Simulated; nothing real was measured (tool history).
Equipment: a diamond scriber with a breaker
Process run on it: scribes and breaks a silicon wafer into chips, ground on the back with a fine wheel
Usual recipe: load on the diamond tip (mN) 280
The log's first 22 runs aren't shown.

| run | hour | load on the diamond tip (mN) | incoming depth of the damage left on the back of the incoming wafer, um | depth of the median crack under the scribed line (nm) | chips rejected at inspection after the break (%) |
|---|---|---|---|---|---|
| 23 | 514.6 | 301 | 2.88 | 9510 | 4.24 |
| 24 | 548.8 | 254 | 2.25 | 8630 | 2.54 |
| 25 | 581.7 | 280 | 1.65 | 8890 | 1.64 |
| 26 | 595.3 | 280 | 2.89 | 8880 | 4.03 |
| 27 | 617.1 | 341 | 2.07 | 10210 | 3.91 |
| 28 | 635.2 | 349 | 1.72 | 10100 | 3.72 |
| 29 | 656.5 | 280 | 2.12 | 8870 | 2.01 |
| 30 | 676.1 | 280 | 2.97 | 8810 | 4.34 |
| 31 | 693.0 | 320 | 2.99 | 9420 | 4.44 |
|  | 759.2 | load on the tip recalibrated |
| 32 | 768.1 | 233 | 2.38 | 7330 | 6.79 |
| 33 | 802.9 | 352 | 2.62 | 9440 | 3.55 |
| 34 | 822.7 | 357 | 2.77 | 9640 | 3.76 |
| 35 | 857.8 | 280 | 2.51 | 8160 | 3.94 |
| 36 | 883.9 | 238 | 2.99 | 7250 | 8.56 |
| 37 | 912.5 | 213 | 2.21 | 7030 | 8.12 |

Run 38, settings as shown, results not yet in. Your forecast:
| 38 | 984.9 | 219 | 2.04 | ? | ? |

depth of the median crack under the scribed line (nm): 7140
chips rejected at inspection after the break (%): 6.99
On a tool with no hidden condition, and with the same random variation, this run would have come out at depth of the median crack under the scribed line (nm) 7590, chips rejected at inspection after the break (%) 4.68.

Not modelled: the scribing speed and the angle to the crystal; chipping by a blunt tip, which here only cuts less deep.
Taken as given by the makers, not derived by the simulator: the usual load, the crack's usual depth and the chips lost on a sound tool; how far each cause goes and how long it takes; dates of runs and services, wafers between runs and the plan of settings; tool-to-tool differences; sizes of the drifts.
